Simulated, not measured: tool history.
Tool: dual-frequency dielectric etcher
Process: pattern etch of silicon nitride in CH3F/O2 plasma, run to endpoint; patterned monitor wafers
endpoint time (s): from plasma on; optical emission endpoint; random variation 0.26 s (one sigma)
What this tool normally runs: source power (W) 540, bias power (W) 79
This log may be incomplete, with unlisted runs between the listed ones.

run	day	source power (W)	bias power (W)	wafers since the last listed run	hours since the last wet clean	hours since the last source power generator calibration	hours since the last bias power generator calibration	hours since the last upper electrode change	incoming incoming film thickness, nm	endpoint time (s)
1	0	540	79	0	110.5	1410	4059.5	2350.2	75.1	79.7
2	1.633	540	79	355	149.7	1449.2	4098.7	2389.4	76.3	80.7
3	4.454	540	79	613	217.4	1516.9	4166.4	2457.1	75.7	80.1
4	6.442	540	79	431	265.1	1564.6	4214.1	2504.8	75.4	79.8
5	8.354	540	79	415	311	1610.5	4260	2550.7	74.9	78.9
6	9.862	540	79	327	347.2	1646.7	4296.2	2586.9	76.4	80.5
7	11.179	540	79	286	378.8	1678.3	4327.8	2618.5	75.4	79.5
# day 13.858: upper electrode replaced
# day 14.612: wet clean of the chamber
8	14.633	540	79	369	0.5	1761.2	4410.7	18.6	75.2	79.6
9	16.158	540	79	331	37.1	1797.8	4447.3	55.2	75.8	79.5
# day 17.6: source power generator calibrated
10	18.058	540	79	376	82.7	11	4492.9	100.8	75.4	79.7
# day 19.312: bias power generator calibrated
11	20.6	610	98	516	143.7	72	30.9	161.8	75.1	69.8
12	21.912	470	79	285	175.2	103.5	62.4	193.3	75.7	84
13	23.167	590	98	272	205.3	133.6	92.5	223.4	75.4	70.8
14	24.5	680	87	289	237.3	165.6	124.5	255.4	75.2	70.6
15	26.996	650	79	542	297.2	225.5	184.4	315.3	76.2	75.2
16	29.4	470	79	522	354.9	283.2	242.1	373	75.4	83
17	30.529	540	79	245	382	310.3	269.2	400.1	76	80.2
18	33.475	540	61	640	452.7	381	339.9	470.8	74.9	87.9
# day 35.95: wet clean of the chamber
19	35.988	630	73	328	0.9	441.3	400.2	531.1	75	78.3
20	38.108	540	63	460	51.8	492.2	451.1	582	75.4	87.3
21	40.225	540	79	460	102.6	543	501.9	632.8	74.9	78.9

Here are 3 independent what-if runs from the current tool condition. What would each one return?
A	40.246	540	86	4	103.1	543.5	502.4	633.3	75	?
B	40.246	640	88	4	103.1	543.5	502.4	633.3	75	?
C	40.246	620	93	4	103.1	543.5	502.4	633.3	75	?

run	endpoint time (s)
A	76.7
B	71.9
C	71
With no hidden state in the tool, these same runs would have given:
run	endpoint time (s)
A	76.7
B	71.9
C	71
